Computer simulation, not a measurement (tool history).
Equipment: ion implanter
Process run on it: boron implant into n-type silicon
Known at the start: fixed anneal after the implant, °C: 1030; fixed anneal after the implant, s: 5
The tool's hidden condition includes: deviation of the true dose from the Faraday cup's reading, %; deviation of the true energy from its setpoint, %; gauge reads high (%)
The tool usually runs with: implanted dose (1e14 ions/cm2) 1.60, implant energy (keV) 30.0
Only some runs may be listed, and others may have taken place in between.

| run | day | implanted dose (1e14 ions/cm2) | implant energy (keV) | wafers since the last listed run | hours since the last dose calibration | hours since the extraction supply was calibrated | hours since the gauge calibration | read-back reference wafer on the same gauge, sheet resistance | sheet resistance of the implanted and annealed layer (ohm/square) |
|---|---|---|---|---|---|---|---|---|---|
| 1 | 0.000 | 1.87 | 30.0 | 0 | 2475.9 | 3477.9 | 500.7 | 484.99 | 461.74 |
| 2 | 0.746 | 1.87 | 30.0 | 394 | 2493.8 | 3495.8 | 518.6 | 485.03 | 461.47 |
| 3 | 1.400 | 1.87 | 30.0 | 346 | 2509.5 | 3511.5 | 534.3 | 484.94 | 460.55 |
| 4 | 1.950 | 1.60 | 30.0 | 290 | 2522.7 | 3524.7 | 547.5 | 484.99 | 520.58 |
|  | 2.196 | gauge calibrated |
| 5 | 2.504 | 1.60 | 30.0 | 293 | 2536.0 | 3538.0 | 7.4 | 485.03 | 520.55 |
| 6 | 3.038 | 1.60 | 30.0 | 282 | 2548.8 | 3550.8 | 20.2 | 484.98 | 520.01 |
| 7 | 3.658 | 1.60 | 30.0 | 328 | 2563.7 | 3565.7 | 35.1 | 485.20 | 519.89 |
| 8 | 4.208 | 1.60 | 30.0 | 290 | 2576.9 | 3578.9 | 48.3 | 485.15 | 519.28 |
| 9 | 4.754 | 1.60 | 30.0 | 288 | 2590.0 | 3592.0 | 61.4 | 485.12 | 519.07 |
| 10 | 5.154 | 1.60 | 30.0 | 211 | 2599.6 | 3601.6 | 71.0 | 484.91 | 518.57 |
| 11 | 5.508 | 1.60 | 30.0 | 187 | 2608.1 | 3610.1 | 79.5 | 484.93 | 518.57 |
| 12 | 5.971 | 1.60 | 30.0 | 244 | 2619.2 | 3621.2 | 90.6 | 484.95 | 518.81 |
| 13 | 6.496 | 1.48 | 30.0 | 277 | 2631.8 | 3633.8 | 103.2 | 484.93 | 549.88 |
| 14 | 6.788 | 1.48 | 30.0 | 154 | 2638.8 | 3640.8 | 110.2 | 484.89 | 550.72 |
| 15 | 7.062 | 1.48 | 30.0 | 145 | 2645.4 | 3647.4 | 116.8 | 484.95 | 549.31 |
| 16 | 7.333 | 1.16 | 21.0 | 143 | 2651.9 | 3653.9 | 123.3 | 484.93 | 702.63 |
| 17 | 7.667 | 1.60 | 30.0 | 176 | 2659.9 | 3661.9 | 131.3 | 484.91 | 518.36 |
| 18 | 8.075 | 1.80 | 30.0 | 216 | 2669.7 | 3671.7 | 141.1 | 484.83 | 473.44 |
|  | 8.529 | Faraday cup replaced and dose calibrated |
| 19 | 8.808 | 1.46 | 20.5 | 211 | 6.7 | 3689.3 | 158.7 | 484.99 | 620.80 |
|  | 9.450 | extraction supply calibrated |
| 20 | 9.471 | 1.88 | 30.0 | 174 | 22.6 | 0.5 | 174.6 | 485.29 | 480.23 |
| 21 | 9.612 | 1.60 | 30.0 | 74 | 26.0 | 3.9 | 178.0 | 484.93 | 544.15 |
| 22 | 10.012 | 1.90 | 33.0 | 211 | 35.6 | 13.5 | 187.6 | 485.16 | 472.30 |
| 23 | 10.296 | 1.36 | 26.5 | 149 | 42.4 | 20.3 | 194.4 | 485.27 | 628.97 |
| 24 | 10.771 | 1.60 | 30.0 | 251 | 53.8 | 31.7 | 205.8 | 485.10 | 545.32 |
| 25 | 11.271 | 2.01 | 34.5 | 264 | 65.8 | 43.7 | 217.8 | 485.04 | 450.23 |
| 26 | 11.996 | 1.21 | 35.0 | 383 | 83.2 | 61.1 | 235.2 | 484.76 | 653.71 |
| 27 | 12.646 | 1.60 | 30.0 | 343 | 98.8 | 76.7 | 250.8 | 484.98 | 545.86 |
| 28 | 12.967 | 1.60 | 30.0 | 169 | 106.5 | 84.4 | 258.5 | 484.88 | 545.78 |
| 29 | 13.408 | 1.25 | 36.0 | 233 | 117.1 | 95.0 | 269.1 | 485.30 | 637.33 |
| 30 | 13.712 | 1.86 | 21.5 | 160 | 124.4 | 102.3 | 276.4 | 485.04 | 507.68 |
| 31 | 14.100 | 1.60 | 30.0 | 205 | 133.7 | 111.6 | 285.7 | 485.27 | 547.22 |
| 32 | 14.721 | 1.28 | 32.5 | 328 | 148.6 | 126.5 | 300.6 | 484.71 | 636.94 |
| 33 | 15.121 | 1.60 | 30.0 | 211 | 158.2 | 136.1 | 310.2 | 485.30 | 545.96 |
| 34 | 15.583 | 1.78 | 38.0 | 244 | 169.3 | 147.2 | 321.3 | 484.96 | 485.39 |
| 35 | 15.892 | 1.60 | 30.0 | 163 | 176.7 | 154.6 | 328.7 | 485.10 | 544.86 |
| 36 | 16.246 | 1.21 | 37.5 | 187 | 185.2 | 163.1 | 337.2 | 485.18 | 646.34 |

Forecast each of these 5 alternatives for the next run:
| A | 16.262 | 1.60 | 30.0 | 8 | 185.6 | 163.5 | 337.6 | ? | ? |
| B | 16.262 | 1.60 | 33.0 | 8 | 185.6 | 163.5 | 337.6 | ? | ? |
| C | 16.262 | 1.43 | 22.0 | 8 | 185.6 | 163.5 | 337.6 | ? | ? |
| D | 16.262 | 1.96 | 20.5 | 8 | 185.6 | 163.5 | 337.6 | ? | ? |
| E | 16.262 | 1.37 | 30.0 | 8 | 185.6 | 163.5 | 337.6 | ? | ? |

| run | read-back reference wafer on the same gauge, sheet resistance | sheet resistance of the implanted and annealed layer (ohm/square) |
|---|---|---|
| A | 485.01 | 544.23 |
| B | 485.01 | 536.37 |
| C | 485.01 | 622.52 |
| D | 485.01 | 488.93 |
| E | 485.01 | 612.12 |
Stripped of hidden state, with their random variation kept, the same runs would have yielded:
| run | sheet resistance of the implanted and annealed layer (ohm/square) |
|---|---|
| A | 541.69 |
| B | 533.90 |
| C | 619.55 |
| D | 486.53 |
| E | 609.32 |
